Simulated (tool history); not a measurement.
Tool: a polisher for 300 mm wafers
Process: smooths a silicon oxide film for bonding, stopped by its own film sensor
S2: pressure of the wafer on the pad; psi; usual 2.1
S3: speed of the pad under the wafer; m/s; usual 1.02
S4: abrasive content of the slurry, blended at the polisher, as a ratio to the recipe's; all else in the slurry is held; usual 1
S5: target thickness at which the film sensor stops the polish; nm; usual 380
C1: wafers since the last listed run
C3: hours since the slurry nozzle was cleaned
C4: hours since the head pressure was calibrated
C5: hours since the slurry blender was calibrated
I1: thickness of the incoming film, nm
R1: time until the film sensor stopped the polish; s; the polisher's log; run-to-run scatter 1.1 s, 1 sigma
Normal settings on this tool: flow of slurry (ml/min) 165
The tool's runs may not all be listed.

Run 1, hour 0: usual settings; C1 0; wafers polished on this pad 414; C3 119.6; C4 762.6; C5 208.2; I1 439.4. Result: R1 85.4 s.
Run 2, hour 63.9: usual settings; C1 477; wafers polished on this pad 891; C3 183.5; C4 826.5; C5 272.1; I1 435.1. Result: R1 82 s.
At hour 103.3: worn pad replaced by a new one.
Run 3, hour 109.4: usual settings; C1 310; wafers polished on this pad 45; C3 229; C4 872; C5 317.6; I1 443.8. Result: R1 89.8 s.
At hour 174: slurry nozzle cleaned.
Run 4, hour 177.4: usual settings; C1 500; wafers polished on this pad 545; C3 3.4; C4 940; C5 385.6; I1 432.7. Result: R1 78.2 s.
At hour 225.4: slurry blender recalibrated.
Run 5, hour 228.7: usual settings; C1 368; wafers polished on this pad 914; C3 54.7; C4 991.3; C5 3.3; I1 434.7. Result: R1 75.2 s.
Run 6, hour 273: usual settings; C1 331; wafers polished on this pad 1245; C3 99; C4 1035.6; C5 47.6; I1 435.6. Result: R1 77 s.
At hour 297.2: worn pad replaced by a new one.
At hour 297.9: head pressure recalibrated.
Run 7, hour 323.7: usual settings; C1 343; wafers polished on this pad 192; C3 149.7; C4 25.8; C5 98.3; I1 442.1. Result: R1 87.5 s.
Run 8, hour 365.6: usual settings; C1 313; wafers polished on this pad 505; C3 191.6; C4 67.7; C5 140.2; I1 444.3. Result: R1 92.4 s.
Run 9, hour 391.4: usual settings; C1 192; wafers polished on this pad 698; C3 217.4; C4 93.5; C5 166; I1 442. Result: R1 86.2 s.
At hour 403.5: slurry nozzle cleaned.
Run 10, hour 448.4: usual settings; C1 418; wafers polished on this pad 1116; C3 44.9; C4 150.5; C5 223; I1 432.8. Result: R1 75.3 s.
At hour 490.2: worn pad replaced by a new one.
Run 11, hour 490.7: usual settings; C1 286; wafers polished on this pad 3; C3 87.2; C4 192.8; C5 265.3; I1 447. Result: R1 96.7 s.
Run 12, hour 514.2: usual settings but S2 1.8 psi, S4 1.2; C1 175; wafers polished on this pad 179; C3 110.7; C4 216.3; C5 288.8; I1 439.9. Result: R1 92.1 s.
Run 13, hour 559.4: usual settings but S2 1.5 psi; C1 337; wafers polished on this pad 517; C3 155.9; C4 261.5; C5 334; I1 441.8. Result: R1 125.8 s.
Run 14, hour 589.5: usual settings but S2 1.4 psi, S3 1.18 m/s, S5 368 nm; C1 224; wafers polished on this pad 742; C3 186; C4 291.6; C5 364.1; I1 437.3. Result: R1 141.3 s.
Run 15, hour 627.2: usual settings but flow of slurry (ml/min) 120, S5 396 nm; C1 281; wafers polished on this pad 1023; C3 223.7; C4 329.3; C5 401.8; I1 432.7. Result: R1 56.8 s.
Run 16, hour 657: usual settings but S2 2.3 psi, S4 0.9, S5 370 nm; C1 222; wafers polished on this pad 1246; C3 253.5; C4 359.1; C5 431.6; I1 443.1. Result: R1 106.8 s.
At hour 659.3: slurry blender recalibrated.
At hour 670.9: worn pad replaced by a new one.
At hour 686.6: slurry nozzle cleaned.
Run 17, hour 727.3: usual settings but S3 1.32 m/s, S4 0.7, S5 392 nm; C1 472; wafers polished on this pad 414; C3 40.7; C4 429.4; C5 68; I1 435.7. Result: R1 65.5 s.
Run 18, hour 790.3: usual settings but S5 393 nm; C1 470; wafers polished on this pad 884; C3 103.7; C4 492.4; C5 131; I1 445.6. Result: R1 74.2 s.
Run 19, hour 843.8: usual settings but S3 0.82 m/s; C1 399; wafers polished on this pad 1284; C3 157.2; C4 545.9; C5 184.5; I1 434.6. Result: R1 85.7 s.
At hour 856.7: worn pad replaced by a new one.
Run 20, hour 878.3: usual settings but S2 1.8 psi, S4 1.2; C1 227; wafers polished on this pad 161; C3 191.7; C4 580.4; C5 219; I1 449.5. Result: R1 105 s.
Run 21, hour 917.2: usual settings but S2 1.6 psi, S3 0.76 m/s, S4 1.25; C1 290; wafers polished on this pad 452; C3 230.6; C4 619.3; C5 257.9; I1 440.5. Result: R1 118.6 s.

Alternative continuations, all from the tool just after run 21; predict every row:
Run A, hour 917.6: usual settings but S4 1.25; C1 2; wafers polished on this pad 455; C3 231; C4 619.7; C5 258.3; I1 440. Result: R1 ?.
Run B, hour 917.6: usual settings but S3 1.14 m/s; C1 2; wafers polished on this pad 455; C3 231; C4 619.7; C5 258.3; I1 440. Result: R1 ?.
Run C, hour 917.6: usual settings but S3 1.16 m/s; C1 2; wafers polished on this pad 455; C3 231; C4 619.7; C5 258.3; I1 440. Result: R1 ?.
Run D, hour 917.6: usual settings but S3 1.2 m/s; C1 2; wafers polished on this pad 455; C3 231; C4 619.7; C5 258.3; I1 440. Result: R1 ?.

run    R1
  A  75.2
  B  79.1
  C  78.3
  D  76.8
Had the tool no hidden state, the same runs would have come out as:
run    R1
  A  72.2
  B  75.5
  C  74.7
  D  73.2

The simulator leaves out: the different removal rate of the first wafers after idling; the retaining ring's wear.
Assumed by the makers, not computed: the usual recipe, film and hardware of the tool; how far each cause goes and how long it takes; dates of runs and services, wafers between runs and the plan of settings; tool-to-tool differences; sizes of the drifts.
